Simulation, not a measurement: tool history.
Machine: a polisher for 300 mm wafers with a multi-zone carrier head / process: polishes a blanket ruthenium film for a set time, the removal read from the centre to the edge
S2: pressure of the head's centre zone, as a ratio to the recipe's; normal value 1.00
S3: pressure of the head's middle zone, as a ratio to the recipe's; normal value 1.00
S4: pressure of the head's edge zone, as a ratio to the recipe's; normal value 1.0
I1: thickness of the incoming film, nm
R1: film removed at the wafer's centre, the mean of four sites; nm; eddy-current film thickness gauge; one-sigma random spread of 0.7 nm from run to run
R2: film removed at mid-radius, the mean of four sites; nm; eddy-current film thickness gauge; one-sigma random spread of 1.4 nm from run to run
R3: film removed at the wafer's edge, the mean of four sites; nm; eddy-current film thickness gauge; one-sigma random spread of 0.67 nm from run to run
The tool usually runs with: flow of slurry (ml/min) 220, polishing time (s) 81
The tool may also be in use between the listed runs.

run 1 hour=0.0 | flow_of_slurry_(ml/min)=220 S2=1.00 S3=1.00 S4=1.0 polishing_time_(s)=81 | I1=460.7 | R1=101.3 R2=99.5 R3=96.7
run 2 hour=77.6 | flow_of_slurry_(ml/min)=220 S2=1.00 S3=1.00 S4=1.0 polishing_time_(s)=81 | I1=464.5 | R1=100.6 R2=99.9 R3=96.3
run 3 hour=178.2 | flow_of_slurry_(ml/min)=220 S2=1.00 S3=1.00 S4=1.0 polishing_time_(s)=81 | I1=464.1 | R1=100.4 R2=99.2 R3=96.6
-- hour=184.5 worn pad replaced by a new one
-- hour=222.4 slurry nozzle cleaned
run 4 hour=282.5 | flow_of_slurry_(ml/min)=220 S2=1.00 S3=1.00 S4=1.0 polishing_time_(s)=81 | I1=451.2 | R1=99.8 R2=95.9 R3=96.5
run 5 hour=381.0 | flow_of_slurry_(ml/min)=220 S2=1.00 S3=1.00 S4=1.0 polishing_time_(s)=81 | I1=468.5 | R1=101.2 R2=100.3 R3=96.1
-- hour=399.7 worn pad replaced by a new one
run 6 hour=453.2 | flow_of_slurry_(ml/min)=220 S2=1.00 S3=1.00 S4=1.0 polishing_time_(s)=81 | I1=467.8 | R1=100.3 R2=99.6 R3=95.5
run 7 hour=546.1 | flow_of_slurry_(ml/min)=220 S2=1.00 S3=1.00 S4=1.0 polishing_time_(s)=81 | I1=468.1 | R1=100.8 R2=98.9 R3=95.5
run 8 hour=621.1 | flow_of_slurry_(ml/min)=220 S2=1.00 S3=1.00 S4=1.0 polishing_time_(s)=81 | I1=468.2 | R1=100.4 R2=100.6 R3=96.4
-- hour=642.2 centre zone pressure recalibrated
-- hour=656.7 worn pad replaced by a new one
-- hour=661.9 edge zone pressure recalibrated
run 9 hour=664.0 | flow_of_slurry_(ml/min)=220 S2=1.00 S3=1.00 S4=1.1 polishing_time_(s)=81 | I1=452.7 | R1=100.6 R2=99.7 R3=100.9

Forecast run 10:
-- hour=674.4 carrier head's membrane replaced by a new one
run 10 hour=767.4 | flow_of_slurry_(ml/min)=160 S2=1.04 S3=0.92 S4=1.0 polishing_time_(s)=81 | I1=459.7 | R1=? R2=? R3=?

Run 10 measured R1 99.4 nm, R2 88.7 nm, R3 93.0 nm.
Were there no unlogged condition in the tool, this run, its random variation unchanged, would have produced R1 99.4 nm, R2 88.7 nm, R3 93.0 nm.
